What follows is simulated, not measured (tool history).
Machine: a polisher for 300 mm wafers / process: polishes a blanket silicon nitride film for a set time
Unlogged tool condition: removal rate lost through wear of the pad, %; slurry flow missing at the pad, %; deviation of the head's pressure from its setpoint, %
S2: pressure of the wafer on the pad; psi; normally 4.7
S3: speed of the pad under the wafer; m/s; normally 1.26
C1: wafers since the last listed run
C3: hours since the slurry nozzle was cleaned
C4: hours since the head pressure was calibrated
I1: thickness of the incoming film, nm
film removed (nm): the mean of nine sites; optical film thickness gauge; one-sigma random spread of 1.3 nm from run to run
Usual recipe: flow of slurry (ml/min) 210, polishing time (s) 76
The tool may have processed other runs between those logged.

Run 1, hour 0: usual settings; C1 0; wafers polished on this pad 421; C3 264.9; C4 854.2; I1 919.8. Result: film removed (nm) 159.4.
Run 2, hour 11: usual settings; C1 65; wafers polished on this pad 486; C3 275.9; C4 865.2; I1 901. Result: film removed (nm) 159.4.
Run 3, hour 18.8: usual settings; C1 46; wafers polished on this pad 533; C3 283.7; C4 873; I1 924.4. Result: film removed (nm) 160.3.
Run 4, hour 29.4: usual settings; C1 63; wafers polished on this pad 597; C3 294.3; C4 883.6; I1 906.2. Result: film removed (nm) 158.5.
Run 5, hour 45.3: usual settings; C1 95; wafers polished on this pad 692; C3 310.2; C4 899.5; I1 909.6. Result: film removed (nm) 156.7.
Run 6, hour 55.5: usual settings but flow of slurry (ml/min) 245; C1 61; wafers polished on this pad 753; C3 320.4; C4 909.7; I1 920.7. Result: film removed (nm) 162.2.
Run 7, hour 63.5: usual settings; C1 47; wafers polished on this pad 801; C3 328.4; C4 917.7; I1 930.1. Result: film removed (nm) 157.7.
Run 8, hour 75.2: usual settings but S2 5.8 psi, S3 1.42 m/s; C1 70; wafers polished on this pad 871; C3 340.1; C4 929.4; I1 922.4. Result: film removed (nm) 211.3.
Run 9, hour 81.4: usual settings but S3 0.86 m/s; C1 37; wafers polished on this pad 908; C3 346.3; C4 935.6; I1 899.5. Result: film removed (nm) 118.3.
Run 10, hour 97.7: usual settings but flow of slurry (ml/min) 265, S2 3.5 psi, polishing time (s) 89; C1 97; wafers polished on this pad 1005; C3 362.6; C4 951.9; I1 914.4. Result: film removed (nm) 143.4.
At hour 108.5: worn pad replaced by a new one.
Run 11, hour 111.2: usual settings but flow of slurry (ml/min) 265, S2 3.5 psi, polishing time (s) 89; C1 56; wafers polished on this pad 16; C3 376.1; C4 965.4; I1 925.1. Result: film removed (nm) 152.5.
Run 12, hour 128: usual settings but S2 3.4 psi, polishing time (s) 53; C1 100; wafers polished on this pad 116; C3 392.9; C4 982.2; I1 905.5. Result: film removed (nm) 85.3.
At hour 142.3: slurry nozzle cleaned.
Run 13, hour 142.9: usual settings; C1 83; wafers polished on this pad 199; C3 0.6; C4 997.1; I1 914.1. Result: film removed (nm) 166.7.
At hour 160.8: head pressure recalibrated.
Run 14, hour 161.3: usual settings but flow of slurry (ml/min) 235, S2 4.1 psi, S3 1.38 m/s; C1 98; wafers polished on this pad 298; C3 19; C4 0.5; I1 921.7. Result: film removed (nm) 155.1.
Run 15, hour 211.4: usual settings; C1 299; wafers polished on this pad 598; C3 69.1; C4 50.6; I1 934.6. Result: film removed (nm) 157.5.

3 ways to go on from here, each from the tool as it stands after run 15. What would each give?
Run A, hour 211.8: usual settings; C1 2; wafers polished on this pad 600; C3 69.5; C4 51; I1 910. Result: film removed (nm) ?.
Run B, hour 211.8: usual settings but flow of slurry (ml/min) 265, polishing time (s) 69; C1 2; wafers polished on this pad 600; C3 69.5; C4 51; I1 910. Result: film removed (nm) ?.
Run C, hour 211.8: usual settings but flow of slurry (ml/min) 190, S3 0.96 m/s, polishing time (s) 102; C1 2; wafers polished on this pad 600; C3 69.5; C4 51; I1 910. Result: film removed (nm) ?.

run  film removed (nm)
  A              160.1
  B              149.6
  C              171.5
With no hidden state in the tool, these same runs would have given:
run  film removed (nm)
  A                171
  B              159.8
  C              183.2

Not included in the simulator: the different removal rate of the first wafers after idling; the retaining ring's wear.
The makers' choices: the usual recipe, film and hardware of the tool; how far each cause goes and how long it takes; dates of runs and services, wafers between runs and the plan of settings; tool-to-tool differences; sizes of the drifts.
